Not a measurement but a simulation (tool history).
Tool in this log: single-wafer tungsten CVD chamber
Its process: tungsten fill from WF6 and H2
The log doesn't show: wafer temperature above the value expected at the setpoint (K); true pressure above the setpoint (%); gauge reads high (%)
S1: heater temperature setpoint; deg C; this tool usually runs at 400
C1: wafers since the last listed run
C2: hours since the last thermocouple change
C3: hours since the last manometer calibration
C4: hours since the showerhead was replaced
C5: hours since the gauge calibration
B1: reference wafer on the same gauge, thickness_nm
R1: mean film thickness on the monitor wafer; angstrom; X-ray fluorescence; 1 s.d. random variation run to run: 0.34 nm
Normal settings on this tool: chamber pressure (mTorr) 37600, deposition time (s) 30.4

run 1 day=0 | S1=400 chamber_pressure_(mTorr)=30400 deposition_time_(s)=30.4 | C1=0 C2=1650.5 C3=1285.2 C4=5844.2 C5=132 | B1=89.275 | R1=803.88
run 2 day=0.379 | S1=400 chamber_pressure_(mTorr)=30400 deposition_time_(s)=30.4 | C1=188 C2=1659.6 C3=1294.3 C4=5853.3 C5=141.1 | B1=89.528 | R1=806.21
run 3 day=0.838 | S1=400 chamber_pressure_(mTorr)=30400 deposition_time_(s)=30.4 | C1=227 C2=1670.6 C3=1305.3 C4=5864.3 C5=152.1 | B1=89.31 | R1=803.96
run 4 day=1.121 | S1=400 chamber_pressure_(mTorr)=37600 deposition_time_(s)=30.4 | C1=140 C2=1677.4 C3=1312.1 C4=5871.1 C5=158.9 | B1=89.215 | R1=910.09
run 5 day=1.612 | S1=400 chamber_pressure_(mTorr)=37600 deposition_time_(s)=30.4 | C1=244 C2=1689.2 C3=1323.9 C4=5882.9 C5=170.7 | B1=89.246 | R1=913.95
run 6 day=2.079 | S1=400 chamber_pressure_(mTorr)=37600 deposition_time_(s)=30.4 | C1=231 C2=1700.4 C3=1335.1 C4=5894.1 C5=181.9 | B1=89.289 | R1=908.82
run 7 day=2.442 | S1=400 chamber_pressure_(mTorr)=37600 deposition_time_(s)=30.4 | C1=179 C2=1709.1 C3=1343.8 C4=5902.8 C5=190.6 | B1=89.343 | R1=907.22
run 8 day=2.958 | S1=403 chamber_pressure_(mTorr)=37600 deposition_time_(s)=29.1 | C1=256 C2=1721.5 C3=1356.2 C4=5915.2 C5=203 | B1=89.245 | R1=915.88
run 9 day=3.671 | S1=400 chamber_pressure_(mTorr)=37600 deposition_time_(s)=30.4 | C1=353 C2=1738.6 C3=1373.3 C4=5932.3 C5=220.1 | B1=89.479 | R1=907.97
run 10 day=3.925 | S1=400 chamber_pressure_(mTorr)=37600 deposition_time_(s)=30.4 | C1=126 C2=1744.7 C3=1379.4 C4=5938.4 C5=226.2 | B1=89.43 | R1=912.28
-- day=4.475 gauge calibrated
-- day=4.867 showerhead replaced
run 11 day=4.888 | S1=400 chamber_pressure_(mTorr)=37600 deposition_time_(s)=30.4 | C1=312 C2=1767.8 C3=1402.5 C4=0.5 C5=9.9 | B1=89.293 | R1=908.71
run 12 day=4.946 | S1=410 chamber_pressure_(mTorr)=37600 deposition_time_(s)=27.2 | C1=28 C2=1769.2 C3=1403.9 C4=1.9 C5=11.3 | B1=89.332 | R1=962.05
run 13 day=5.404 | S1=400 chamber_pressure_(mTorr)=45600 deposition_time_(s)=30.4 | C1=227 C2=1780.2 C3=1414.9 C4=12.9 C5=22.3 | B1=89.311 | R1=1002.34
run 14 day=6.583 | S1=400 chamber_pressure_(mTorr)=28700 deposition_time_(s)=26.8 | C1=585 C2=1808.5 C3=1443.2 C4=41.2 C5=50.6 | B1=89.207 | R1=676.56
-- day=7.208 capacitance manometer re-zeroed and calibrated
-- day=7.212 thermocouple changed; heater temperature recalibrated
run 15 day=7.229 | S1=412 chamber_pressure_(mTorr)=46900 deposition_time_(s)=32.3 | C1=153 C2=0.4 C3=0.5 C4=56.7 C5=66.1 | B1=89.44 | R1=1622.33
run 16 day=7.75 | S1=400 chamber_pressure_(mTorr)=37600 deposition_time_(s)=30.4 | C1=258 C2=12.9 C3=13 C4=69.2 C5=78.6 | B1=89.275 | R1=1124.23
run 17 day=8.3 | S1=400 chamber_pressure_(mTorr)=37600 deposition_time_(s)=30.4 | C1=272 C2=26.1 C3=26.2 C4=82.4 C5=91.8 | B1=89.451 | R1=1123.98
run 18 day=8.688 | S1=400 chamber_pressure_(mTorr)=37600 deposition_time_(s)=27.3 | C1=192 C2=35.4 C3=35.5 C4=91.7 C5=101.1 | B1=89.302 | R1=1013.45
run 19 day=8.962 | S1=400 chamber_pressure_(mTorr)=37600 deposition_time_(s)=30.4 | C1=136 C2=42 C3=42.1 C4=98.3 C5=107.7 | B1=89.33 | R1=1126.37
run 20 day=9.367 | S1=390 chamber_pressure_(mTorr)=44900 deposition_time_(s)=30.4 | C1=200 C2=51.7 C3=51.8 C4=108 C5=117.4 | B1=89.269 | R1=1046.33
-- day=9.9 thermocouple changed; heater temperature recalibrated, repeated, since the last time left the tool worse
run 21 day=10.067 | S1=400 chamber_pressure_(mTorr)=37600 deposition_time_(s)=30.4 | C1=181 C2=4 C3=68.6 C4=124.8 C5=134.2 | B1=89.31 | R1=987.8
run 22 day=10.704 | S1=388 chamber_pressure_(mTorr)=42700 deposition_time_(s)=27.6 | C1=316 C2=19.3 C3=83.9 C4=140.1 C5=149.5 | B1=89.351 | R1=780.63
run 23 day=11.121 | S1=400 chamber_pressure_(mTorr)=37600 deposition_time_(s)=26 | C1=206 C2=29.3 C3=93.9 C4=150.1 C5=159.5 | B1=89.288 | R1=846.14
run 24 day=11.767 | S1=400 chamber_pressure_(mTorr)=33000 deposition_time_(s)=30.4 | C1=320 C2=44.8 C3=109.4 C4=165.6 C5=175 | B1=89.3 | R1=917.69

Branching from run 24: 5 alternative next runs. What would each branch give?
run A day=11.783 | S1=400 chamber_pressure_(mTorr)=37600 deposition_time_(s)=27.2 | C1=8 C2=45.2 C3=109.8 C4=166 C5=175.4 | B1=? | R1=?
run B day=11.783 | S1=393 chamber_pressure_(mTorr)=43800 deposition_time_(s)=36.2 | C1=8 C2=45.2 C3=109.8 C4=166 C5=175.4 | B1=? | R1=?
run C day=11.783 | S1=400 chamber_pressure_(mTorr)=37600 deposition_time_(s)=32.8 | C1=8 C2=45.2 C3=109.8 C4=166 C5=175.4 | B1=? | R1=?
run D day=11.783 | S1=387 chamber_pressure_(mTorr)=37600 deposition_time_(s)=30.4 | C1=8 C2=45.2 C3=109.8 C4=166 C5=175.4 | B1=? | R1=?
run E day=11.783 | S1=388 chamber_pressure_(mTorr)=40900 deposition_time_(s)=26.6 | C1=8 C2=45.2 C3=109.8 C4=166 C5=175.4 | B1=? | R1=?

run=A B1=89.3 R1=882.9
run=B B1=89.3 R1=1131.77
run=C B1=89.3 R1=1065.47
run=D B1=89.3 R1=784.85
run=E B1=89.3 R1=732.28
What these runs would have given with no unlogged condition in the tool:
run=A R1=883.47
run=B R1=1132.5
run=C R1=1066.15
run=D R1=785.38
run=E R1=732.77
